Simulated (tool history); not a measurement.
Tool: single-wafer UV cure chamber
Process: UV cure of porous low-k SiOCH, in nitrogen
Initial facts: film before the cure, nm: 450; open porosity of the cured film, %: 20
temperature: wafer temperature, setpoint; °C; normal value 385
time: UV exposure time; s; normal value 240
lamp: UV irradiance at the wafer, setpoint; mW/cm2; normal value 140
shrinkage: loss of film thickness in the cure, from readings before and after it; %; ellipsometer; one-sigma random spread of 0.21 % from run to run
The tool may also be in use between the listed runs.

run      day  temperature  time  lamp  wafers since the last listed run  hours since the UV bulbs were replaced  wafers since the quartz window was cleaned  shrinkage
  1        0          385   240   131                                 0                                  1649.1                                         577     11.535
  2    3.433          385   240   131                               524                                  1731.5                                        1102     11.685
  3    5.929          385   240   140                               381                                  1791.4                                        1483     11.901
  4    8.408          385   240   140                               379                                  1850.9                                        1862     11.973
  5    10.45          385   240   140                               312                                  1899.9                                        2175     12.014
  6     14.8          385   240   140                               665                                  2004.3                                        2840     12.025
      16.721  -- quartz window cleaned
  7   18.196          385   240   140                               468                                  2085.8                                         225     11.737
  8   20.712          385   240   140                               384                                  2146.2                                         610     11.898
  9   22.879          385   240   140                               331                                  2198.2                                         941     11.686
 10   24.867          385   150   140                               303                                  2245.9                                        1245      9.583
 11   28.833          385   340   140                               606                                  2341.1                                        1852     13.239
 12    30.65          385   340   140                               277                                  2384.7                                        2129     13.121
 13   32.579          385   340   140                               294                                    2431                                        2424     13.012
 14   34.346          385   240   140                               270                                  2473.4                                        2694     10.963
      37.592  -- quartz window cleaned
 15   37.612          380   240   140                               448                                  2551.8                                           3     10.932
 16   46.025          385   240   140                              1286                                  2753.7                                        1289     11.102
 17   49.004          403   240   140                               455                                  2825.2                                        1745     11.069
 18   53.304          385   240   140                               657                                  2928.4                                        2402     10.668
      56.954  -- quartz window cleaned
      64.942  -- UV bulbs replaced
 19   65.112          393   165   140                              1703                                     4.1                                        1196     11.139
 20   67.558          368   240   122                               373                                    62.8                                        1570      11.69
 21   71.479          372   375   122                               599                                   156.9                                        2169     14.338
 22   75.404          376   140   174                               600                                   251.1                                        2770     11.358
      76.204  -- quartz window cleaned
 23    77.55          385   170   122                               277                                   302.6                                         205     10.605
 24   81.692          404   335   172                               633                                     402                                         838     15.198
 25     85.6          375   385   180                               597                                   495.8                                        1436     15.887
 26   88.054          367   280   154                               375                                   554.7                                        1811     13.782
 27   89.583          385   170   140                               233                                   591.4                                        2045     11.043
 28   93.446          385   240   140                               590                                   684.1                                        2636     12.915
      94.921  -- quartz window cleaned
 29   96.458          385   360   118                               409                                   756.4                                         234      14.07
 30  100.421          385   240   140                               605                                   851.5                                         840     12.785

Branching from run 30: 4 alternative next runs. What would each branch give?
  A  100.442          385   240   140                                 3                                     852                                         843          ?
  B  100.442          373   240   106                                 3                                     852                                         843          ?
  C  100.442          395   240   103                                 3                                     852                                         843          ?
  D  100.442          391   195   157                                 3                                     852                                         843          ?

run  shrinkage
  A     12.339
  B     10.862
  C     11.129
  D     12.023
With no hidden state in the tool, these same runs would have given:
run  shrinkage
  A     12.513
  B      11.03
  C     11.298
  D     12.196
